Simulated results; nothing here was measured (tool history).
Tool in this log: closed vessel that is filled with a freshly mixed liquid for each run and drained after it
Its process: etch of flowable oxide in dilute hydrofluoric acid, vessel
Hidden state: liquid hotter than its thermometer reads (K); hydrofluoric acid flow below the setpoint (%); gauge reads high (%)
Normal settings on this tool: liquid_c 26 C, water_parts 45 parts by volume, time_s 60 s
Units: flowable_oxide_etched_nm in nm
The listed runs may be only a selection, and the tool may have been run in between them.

| run | hour | liquid_c | water_parts | time_s | wafers since the last listed run | hours since the thermometer was replaced | hours since the hydrofluoric acid flow meter was replaced | hours since the gauge calibration | read-back film thickness of the flowable oxide reference wafer, read on the same gauge (nm) | flowable_oxide_etched_nm |
|---|---|---|---|---|---|---|---|---|---|---|
| 1 | 0 | 26 | 45 | 60 | 0 | 2434.7 | 646.2 | 2893.2 | 90.01 | 42.11 |
| 2 | 63.1 | 26 | 45 | 60 | 6436 | 2497.8 | 709.3 | 2956.3 | 89.99 | 42.05 |
| 3 | 140.7 | 26 | 35 | 60 | 7915 | 2575.4 | 786.9 | 3033.9 | 90.02 | 53.89 |
| 4 | 192.8 | 26 | 35 | 60 | 5314 | 2627.5 | 839 | 3086 | 90.02 | 53.74 |
| 5 | 242.9 | 26 | 35 | 60 | 5110 | 2677.6 | 889.1 | 3136.1 | 90.01 | 53.17 |
|  | 283.2 | hydrofluoric acid flow meter replaced |
| 6 | 333.7 | 22 | 45 | 35 | 9160 | 2768.4 | 50.5 | 3226.9 | 89.98 | 21.38 |
| 7 | 388.4 | 22 | 45 | 35 | 5579 | 2823.1 | 105.2 | 3281.6 | 89.99 | 21.35 |
| 8 | 472.3 | 22 | 45 | 35 | 8558 | 2907 | 189.1 | 3365.5 | 90 | 21.17 |
| 9 | 545.2 | 26 | 45 | 40 | 7436 | 2979.9 | 262 | 3438.4 | 90.02 | 28.69 |
| 10 | 608.5 | 26 | 45 | 40 | 6457 | 3043.2 | 325.3 | 3501.7 | 89.96 | 28.38 |
|  | 650.8 | thermometer replaced |
| 11 | 691.7 | 26 | 45 | 60 | 8385 | 40.9 | 408.5 | 3584.9 | 90.04 | 42.39 |
| 12 | 756.9 | 26 | 45 | 60 | 6650 | 106.1 | 473.7 | 3650.1 | 90.02 | 42.13 |
| 13 | 805.2 | 26 | 45 | 60 | 4926 | 154.4 | 522 | 3698.4 | 90 | 42.08 |
| 14 | 870.2 | 26 | 45 | 60 | 6630 | 219.4 | 587 | 3763.4 | 89.98 | 41.16 |
| 15 | 1062.7 | 30 | 55 | 70 | 19636 | 411.9 | 779.5 | 3955.9 | 90.02 | 45.37 |
| 16 | 1164.8 | 26 | 60 | 60 | 10414 | 514 | 881.6 | 4058 | 90.02 | 29.92 |
| 17 | 1241.7 | 26 | 45 | 60 | 7844 | 590.9 | 958.5 | 4134.9 | 90 | 40.86 |
| 18 | 1318.1 | 21.5 | 45 | 60 | 7793 | 667.3 | 1034.9 | 4211.3 | 90.02 | 33.63 |
|  | 1354.8 | gauge calibrated |
| 19 | 1405.8 | 26 | 45 | 85 | 8946 | 755 | 1122.6 | 51 | 90.01 | 56.99 |
|  | 1426.3 | hydrofluoric acid flow meter replaced |
| 20 | 1472.2 | 24 | 55 | 45 | 6671 | 821.4 | 45.9 | 117.4 | 89.98 | 24.19 |
| 21 | 1539.4 | 29 | 45 | 70 | 6854 | 888.6 | 113.1 | 184.6 | 89.98 | 57.38 |
| 22 | 1636.8 | 31 | 30 | 35 | 9935 | 986 | 210.5 | 282 | 90 | 46.45 |
| 23 | 1714.2 | 26 | 45 | 60 | 7895 | 1063.4 | 287.9 | 359.4 | 90.01 | 42.55 |
| 24 | 1816.7 | 29 | 45 | 60 | 10455 | 1165.9 | 390.4 | 461.9 | 89.98 | 47.06 |
| 25 | 1911.6 | 29 | 55 | 45 | 9680 | 1260.8 | 485.3 | 556.8 | 90.01 | 28.92 |
| 26 | 2007 | 27.5 | 60 | 90 | 9731 | 1356.2 | 580.7 | 652.2 | 90 | 49.55 |
| 27 | 2049.1 | 24 | 60 | 90 | 4294 | 1398.3 | 622.8 | 694.3 | 90 | 42.04 |
| 28 | 2099.7 | 24 | 25 | 40 | 5161 | 1448.9 | 673.4 | 744.9 | 90.01 | 46.52 |
| 29 | 2190 | 26 | 55 | 70 | 9211 | 1539.2 | 763.7 | 835.2 | 90.02 | 39.27 |
| 30 | 2281.7 | 26 | 45 | 60 | 9354 | 1630.9 | 855.4 | 926.9 | 90 | 41.29 |
| 31 | 2325.2 | 26 | 45 | 60 | 4437 | 1674.4 | 898.9 | 970.4 | 89.99 | 40.99 |
|  | 2411.6 | hydrofluoric acid flow meter replaced |
| 32 | 2422.9 | 21 | 45 | 60 | 9864 | 1772.1 | 11.3 | 1068.1 | 90.01 | 34.97 |
| 33 | 2473.5 | 26 | 45 | 60 | 5161 | 1822.7 | 61.9 | 1118.7 | 90.02 | 43.63 |

Below are 4 alternative next runs, each starting from the tool's condition after run 33. Predict each:
| A | 2474.2 | 26 | 45 | 60 | 71 | 1823.4 | 62.6 | 1119.4 | ? | ? |
| B | 2474.2 | 29 | 40 | 35 | 71 | 1823.4 | 62.6 | 1119.4 | ? | ? |
| C | 2474.2 | 23.5 | 45 | 60 | 71 | 1823.4 | 62.6 | 1119.4 | ? | ? |
| D | 2474.2 | 23.5 | 55 | 70 | 71 | 1823.4 | 62.6 | 1119.4 | ? | ? |

| run | read-back film thickness of the flowable oxide reference wafer, read on the same gauge (nm) | flowable_oxide_etched_nm |
|---|---|---|
| A | 89.97 | 42.65 |
| B | 89.97 | 31.82 |
| C | 89.97 | 38.49 |
| D | 89.97 | 36.25 |
With the hidden condition removed and each run's random variation left untouched, the same runs would have given:
| run | flowable_oxide_etched_nm |
|---|---|
| A | 43.39 |
| B | 32.37 |
| C | 39.15 |
| D | 36.89 |
